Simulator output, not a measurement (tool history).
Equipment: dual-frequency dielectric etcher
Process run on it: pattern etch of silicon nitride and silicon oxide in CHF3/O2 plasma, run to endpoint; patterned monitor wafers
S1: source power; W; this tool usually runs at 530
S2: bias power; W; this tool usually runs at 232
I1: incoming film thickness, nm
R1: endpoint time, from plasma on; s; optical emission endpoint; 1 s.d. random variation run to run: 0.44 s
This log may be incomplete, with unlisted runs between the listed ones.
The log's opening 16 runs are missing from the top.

run	hour	S1	S2	I1	R1
17	189.8	640	232	244.0	126.3
18	205.3	570	184	241.3	141.8
19	217.8	450	216	241.3	139.5
20	227.7	530	211	239.7	135.2
# hour 263.1: upper electrode replaced
21	263.6	420	232	241.1	137.9
22	263.9	530	232	241.8	131.4
23	270.4	590	251	238.9	123.0
24	286.6	530	263	245.1	127.5
25	292.6	490	285	241.3	123.5
26	303.2	530	256	239.2	126.4
27	314.6	530	232	242.0	131.5
28	331.7	440	185	242.3	149.6
29	341.8	430	232	242.4	138.0
30	354.4	480	280	237.6	123.1
31	362.6	420	276	241.9	130.2
32	369.5	530	232	242.5	131.8
33	377.6	590	211	240.0	132.0
34	394.8	530	257	243.6	128.2
35	411.7	530	281	240.5	121.5
36	425.8	430	285	242.9	128.2

Alternative continuations, all from the tool just after run 36; predict every row:
A	426.3	530	189	240.4	?
B	426.3	400	278	240.4	?
C	426.3	640	283	240.4	?

run	R1
A	141.6
B	130.1
C	116.4
With no hidden state in the tool, these same runs would have given:
run	R1
A	141.6
B	130.1
C	116.4
